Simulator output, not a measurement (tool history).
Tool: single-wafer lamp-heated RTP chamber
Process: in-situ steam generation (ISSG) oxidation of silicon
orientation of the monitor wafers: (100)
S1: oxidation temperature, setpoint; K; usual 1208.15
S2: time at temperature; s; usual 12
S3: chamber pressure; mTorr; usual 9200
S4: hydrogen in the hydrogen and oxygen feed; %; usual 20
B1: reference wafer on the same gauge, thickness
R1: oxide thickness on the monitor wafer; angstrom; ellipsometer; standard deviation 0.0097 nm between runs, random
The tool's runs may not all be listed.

run,hour,S1,S2,S3,S4,B1,R1
1,0,1208.15,14,9200,20,3.992,40.22
2,31.1,1208.15,11,9200,20,3.985,36.65
3,51.2,1208.15,11,9200,20,3.986,36.59
4,80.4,1208.15,12,8600,20,3.982,37.95
5,113.6,1208.15,12,8600,20,3.975,38.05
6,133.9,1208.15,12,8600,20,3.974,38.05
7,146.4,1208.15,12,9200,20,3.969,37.62
8,159,1208.15,12,9200,20,3.969,37.71
9,176,1208.15,12,9200,20,3.961,37.52
10,198.9,1208.15,12,9200,20,3.961,37.53
# hour 232.5: pyrometer window cleaned and pyrometer calibrated
11,233,1208.15,15,10200,20,3.957,40.05
# hour 259.8: pressure gauge zeroed
# hour 262.6: gauge calibrated
12,263.1,1197.15,12,9200,16,3.984,35.13
13,282.2,1208.15,14,9200,11,3.977,35.04
# hour 311.4: hydrogen flow controller replaced
14,352.6,1208.15,16,9600,24,3.971,43.23
15,369.6,1225.15,12,9200,24,3.966,40.97
16,394.1,1217.15,15,9200,24,3.961,43.48
17,418.1,1208.15,11,9200,20,3.959,36.39
18,444.7,1191.15,12,7700,20,3.954,36.53

State the hidden condition of the tool at each of the runs:
true wafer temperature minus pyrometer reading, K: 0 in every run
true pressure minus gauge reading, Torr: 0 in every run
deviation of the hydrogen flow from its setpoint, %: 0 in every run
H1: gauge reads high (%)
run,H1
1,0.0381
2,-0.0808
3,-0.158
4,-0.269
5,-0.396
6,-0.474
7,-0.521
8,-0.569
9,-0.634
10,-0.722
11,-0.852
12,-0.222
13,-0.295
14,-0.564
15,-0.629
16,-0.722
17,-0.814
18,-0.916

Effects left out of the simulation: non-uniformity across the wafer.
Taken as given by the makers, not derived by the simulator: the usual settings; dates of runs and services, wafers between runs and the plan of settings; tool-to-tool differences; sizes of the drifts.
